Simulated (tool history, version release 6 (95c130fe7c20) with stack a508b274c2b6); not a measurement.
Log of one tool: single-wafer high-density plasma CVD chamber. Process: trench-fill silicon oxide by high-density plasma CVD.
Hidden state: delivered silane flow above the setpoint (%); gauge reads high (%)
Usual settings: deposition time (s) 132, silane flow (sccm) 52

run	hour	deposition time (s)	silane flow (sccm)	wafers since the last listed run	hours since the silane flow controller was replaced	hours since the gauge calibration	read-back reference wafer on the same gauge, thickness_nm	mean film thickness on the monitor wafer (Å)
1	0	132	52	0	2056	4.2	820.517	7043.46
2	11.5	132	52	97	2067.5	15.7	820.915	7012.66
3	22.8	132	45	96	2078.8	27	821.181	6307.11
4	40.7	142	52	152	2096.7	44.9	821.996	7595.31
5	49.3	132	49	73	2105.3	53.5	822.295	6726.72
# hour 64.3: silane flow controller replaced
6	64.8	132	52	63	0.5	69	823.116	7061.62
7	74.3	145	45	80	10	78.5	822.535	6946.54
8	80.9	124	61	56	16.6	85.1	822.919	7512
9	98.4	132	52	148	34.1	102.6	823.996	7060.41
10	111.4	123	49	110	47.1	115.6	824.19	6309.97
11	124.5	132	52	111	60.2	128.7	824.573	7068.5

The next listed run, before its measurement:
# hour 130.5: gauge calibrated
12	134.3	132	52	83	70	3.8	?	?

read-back reference wafer on the same gauge, thickness_nm: 821.444
mean film thickness on the monitor wafer (Å): 7019.55
Without the tool's hidden state the same run would have given mean film thickness on the monitor wafer (Å) 7019.97.
